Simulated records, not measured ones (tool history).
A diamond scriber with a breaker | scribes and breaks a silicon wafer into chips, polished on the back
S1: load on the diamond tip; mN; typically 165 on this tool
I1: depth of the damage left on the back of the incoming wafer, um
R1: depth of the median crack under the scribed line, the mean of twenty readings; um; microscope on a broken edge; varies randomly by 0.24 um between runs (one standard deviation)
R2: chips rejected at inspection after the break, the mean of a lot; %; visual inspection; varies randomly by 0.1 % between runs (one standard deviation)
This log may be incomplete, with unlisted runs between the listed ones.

run,hour,S1,I1,R1,R2
1,0.0,165,0.02,12.33,1.85
2,15.3,165,0.04,12.41,2.15
3,35.9,165,0.03,11.78,2.33
4,66.2,165,0.03,12.23,2.86
5,92.9,165,0.04,12.35,2.96
6,113.3,165,0.04,11.71,3.95
7,147.9,165,0.04,11.55,4.31
# hour 240.2: load on the tip recalibrated
8,251.9,165,0.04,10.25,10.62
9,271.7,125,0.02,8.66,27.00
# hour 289.5: diamond tip replaced by a new one
10,297.9,200,0.02,14.20,2.83
11,317.3,120,0.03,10.98,5.87
12,350.8,178,0.04,13.49,1.70
13,369.5,214,0.02,15.15,4.09
14,393.1,139,0.03,11.67,3.77
15,411.5,150,0.05,12.55,2.39

Each row is a separate what-if for the run after 15, all from the same tool condition, not one after another. Results?
A,412.2,165,0.01,?,?
B,412.2,133,0.01,?,?
C,412.2,119,0.01,?,?
D,412.2,189,0.01,?,?

run,R1,R2
A,13.36,1.35
B,11.95,4.00
C,11.30,6.61
D,14.38,1.60
With no hidden state in the tool, these same runs would have given:
run,R1,R2
A,13.70,1.26
B,12.25,3.10
C,11.59,5.34
D,14.74,2.05
